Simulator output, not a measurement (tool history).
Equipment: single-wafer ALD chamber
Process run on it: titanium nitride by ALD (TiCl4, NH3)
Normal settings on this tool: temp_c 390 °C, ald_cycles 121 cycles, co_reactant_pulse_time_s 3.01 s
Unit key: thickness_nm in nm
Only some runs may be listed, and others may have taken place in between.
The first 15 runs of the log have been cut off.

| run | day | temp_c | ald_cycles | co_reactant_pulse_time_s | wafers since the last listed run | hours since the last thermocouple change | hours since the showerhead was replaced | hours since the gauge calibration | read-back reference wafer on the same gauge, thickness_nm | thickness_nm |
|---|---|---|---|---|---|---|---|---|---|---|
|  | 47.650 | showerhead replaced |
| 16 | 49.350 | 390 | 121 | 3.01 | 185 | 2148.0 | 40.8 | 2167.6 | 3.314 | 3.084 |
| 17 | 51.704 | 390 | 134 | 4.19 | 110 | 2204.5 | 97.3 | 2224.1 | 3.313 | 3.478 |
| 18 | 57.062 | 390 | 103 | 3.01 | 252 | 2333.1 | 225.9 | 2352.7 | 3.320 | 2.625 |
|  | 59.992 | gauge calibrated |
| 19 | 60.679 | 390 | 121 | 3.57 | 170 | 2419.9 | 312.7 | 16.5 | 3.212 | 2.989 |
| 20 | 64.258 | 390 | 108 | 3.01 | 168 | 2505.8 | 398.6 | 102.4 | 3.210 | 2.667 |
| 21 | 67.100 | 390 | 121 | 3.01 | 133 | 2574.0 | 466.8 | 170.6 | 3.218 | 2.985 |
| 22 | 68.933 | 390 | 121 | 3.01 | 86 | 2618.0 | 510.8 | 214.6 | 3.217 | 2.994 |
|  | 73.012 | thermocouple changed; heater temperature recalibrated |
| 23 | 80.717 | 378 | 142 | 2.15 | 539 | 184.9 | 793.6 | 497.4 | 3.233 | 3.397 |
| 24 | 85.150 | 390 | 121 | 3.01 | 208 | 291.3 | 900.0 | 603.8 | 3.239 | 3.022 |
| 25 | 87.067 | 390 | 121 | 3.01 | 90 | 337.3 | 946.0 | 649.8 | 3.235 | 3.017 |
| 26 | 89.579 | 390 | 114 | 3.01 | 118 | 397.6 | 1006.3 | 710.1 | 3.238 | 2.848 |
| 27 | 92.429 | 397 | 121 | 2.42 | 134 | 466.0 | 1074.7 | 778.5 | 3.242 | 3.019 |
| 28 | 94.279 | 397 | 121 | 3.01 | 87 | 510.4 | 1119.1 | 822.9 | 3.243 | 3.031 |
| 29 | 96.388 | 378 | 121 | 3.49 | 99 | 561.0 | 1169.7 | 873.5 | 3.252 | 3.050 |
| 30 | 100.188 | 379 | 139 | 4.07 | 179 | 652.2 | 1260.9 | 964.7 | 3.255 | 3.518 |
| 31 | 103.525 | 383 | 130 | 3.75 | 157 | 732.3 | 1341.0 | 1044.8 | 3.261 | 3.259 |
| 32 | 107.917 | 382 | 112 | 3.61 | 206 | 837.7 | 1446.4 | 1150.2 | 3.256 | 2.822 |
| 33 | 110.325 | 399 | 121 | 3.01 | 113 | 895.5 | 1504.2 | 1208.0 | 3.264 | 3.050 |

5 options for the next run, each taken on its own from the tool as it stands now. Forecast them:
| A | 110.354 | 390 | 121 | 3.01 | 1 | 896.2 | 1504.9 | 1208.7 | ? | ? |
| B | 110.354 | 386 | 121 | 3.76 | 1 | 896.2 | 1504.9 | 1208.7 | ? | ? |
| C | 110.354 | 401 | 145 | 3.01 | 1 | 896.2 | 1504.9 | 1208.7 | ? | ? |
| D | 110.354 | 397 | 111 | 3.87 | 1 | 896.2 | 1504.9 | 1208.7 | ? | ? |
| E | 110.354 | 399 | 129 | 4.13 | 1 | 896.2 | 1504.9 | 1208.7 | ? | ? |

| run | read-back reference wafer on the same gauge, thickness_nm | thickness_nm |
|---|---|---|
| A | 3.266 | 3.049 |
| B | 3.266 | 3.072 |
| C | 3.266 | 3.678 |
| D | 3.266 | 2.837 |
| E | 3.266 | 3.307 |
With no hidden state in the tool, these same runs would have given:
| run | thickness_nm |
|---|---|
| A | 2.999 |
| B | 3.021 |
| C | 3.617 |
| D | 2.790 |
| E | 3.252 |
